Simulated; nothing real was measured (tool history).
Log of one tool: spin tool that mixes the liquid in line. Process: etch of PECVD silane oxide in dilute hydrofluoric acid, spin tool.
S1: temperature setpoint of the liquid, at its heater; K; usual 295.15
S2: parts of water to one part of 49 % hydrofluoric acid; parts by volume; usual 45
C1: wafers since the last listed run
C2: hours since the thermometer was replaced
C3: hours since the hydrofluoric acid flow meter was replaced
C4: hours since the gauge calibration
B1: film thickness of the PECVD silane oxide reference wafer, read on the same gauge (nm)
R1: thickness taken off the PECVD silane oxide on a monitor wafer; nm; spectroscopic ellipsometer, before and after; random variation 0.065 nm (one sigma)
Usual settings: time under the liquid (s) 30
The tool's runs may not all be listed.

Run 1, day 0.000: usual settings; C1 0; C2 2471.5; C3 1557.4; C4 133.3; B1 39.98. Result: R1 25.04 nm.
Run 2, day 0.571: usual settings; C1 261; C2 2485.2; C3 1571.1; C4 147.0; B1 40.00. Result: R1 25.09 nm.
Run 3, day 0.829: usual settings but S2 30 parts by volume, time under the liquid (s) 20; C1 118; C2 2491.4; C3 1577.3; C4 153.2; B1 40.00. Result: R1 25.50 nm.
Run 4, day 1.550: usual settings but S2 30 parts by volume, time under the liquid (s) 20; C1 329; C2 2508.7; C3 1594.6; C4 170.5; B1 40.01. Result: R1 25.47 nm.
Run 5, day 2.104: usual settings but S2 30 parts by volume, time under the liquid (s) 20; C1 253; C2 2522.0; C3 1607.9; C4 183.8; B1 39.99. Result: R1 25.42 nm.
Run 6, day 2.671: usual settings; C1 259; C2 2535.6; C3 1621.5; C4 197.4; B1 40.01. Result: R1 24.74 nm.
Run 7, day 3.296: usual settings; C1 286; C2 2550.6; C3 1636.5; C4 212.4; B1 40.00. Result: R1 24.84 nm.
Run 8, day 3.946: usual settings; C1 297; C2 2566.2; C3 1652.1; C4 228.0; B1 40.00. Result: R1 24.80 nm.
Run 9, day 4.283: usual settings; C1 154; C2 2574.3; C3 1660.2; C4 236.1; B1 39.98. Result: R1 24.70 nm.
Run 10, day 4.912: usual settings but S1 299.15 K, S2 65 parts by volume; C1 287; C2 2589.4; C3 1675.3; C4 251.2; B1 40.01. Result: R1 19.62 nm.
At day 5.204: gauge calibrated.
Run 11, day 5.558: usual settings but S2 60 parts by volume, time under the liquid (s) 40; C1 295; C2 2604.9; C3 1690.8; C4 8.5; B1 40.00. Result: R1 24.17 nm.
Run 12, day 6.196: usual settings but time under the liquid (s) 40; C1 291; C2 2620.2; C3 1706.1; C4 23.8; B1 40.01. Result: R1 32.73 nm.
Run 13, day 6.617: usual settings; C1 192; C2 2630.3; C3 1716.2; C4 33.9; B1 40.00. Result: R1 24.60 nm.
At day 6.883: hydrofluoric acid flow meter replaced.
Run 14, day 7.096: usual settings but S1 296.65 K, S2 25 parts by volume; C1 200; C2 2641.8; C3 5.1; C4 45.4; B1 40.01. Result: R1 56.55 nm.
Run 15, day 7.458: usual settings but S1 296.65 K, S2 35 parts by volume, time under the liquid (s) 40; C1 165; C2 2650.5; C3 13.8; C4 54.1; B1 40.01. Result: R1 53.21 nm.
At day 7.625: thermometer replaced.
Run 16, day 7.892: usual settings; C1 179; C2 6.4; C3 24.2; C4 64.5; B1 40.02. Result: R1 32.18 nm.
Run 17, day 8.562: usual settings but S1 291.15 K; C1 307; C2 22.5; C3 40.3; C4 80.6; B1 39.99. Result: R1 27.07 nm.
Run 18, day 9.258: usual settings but S1 293.15 K, time under the liquid (s) 20; C1 318; C2 39.2; C3 57.0; C4 97.3; B1 40.02. Result: R1 19.63 nm.
Run 19, day 9.629: usual settings; C1 169; C2 48.1; C3 65.9; C4 106.2; B1 39.99. Result: R1 32.10 nm.

What the log doesn't show, run by run:
gauge reads high (%): 0 in every run
H1: liquid colder than its thermometer reads (K)
H2: hydrofluoric acid flow below the setpoint (%)
run     H1     H2
  1   2.61     13
  2   2.62   13.1
  3   2.63   13.1
  4   2.65   13.2
  5   2.66   13.3
  6   2.67   13.4
  7   2.69   13.6
  8   2.71   13.7
  9   2.71   13.7
 10   2.73   13.8
 11   2.75     14
 12   2.76   14.1
 13   2.77   14.2
 14   2.78  0.191
 15   2.79  0.257
 16  0.122  0.336
 17  0.138  0.457
 18  0.155  0.583
 19  0.164   0.65

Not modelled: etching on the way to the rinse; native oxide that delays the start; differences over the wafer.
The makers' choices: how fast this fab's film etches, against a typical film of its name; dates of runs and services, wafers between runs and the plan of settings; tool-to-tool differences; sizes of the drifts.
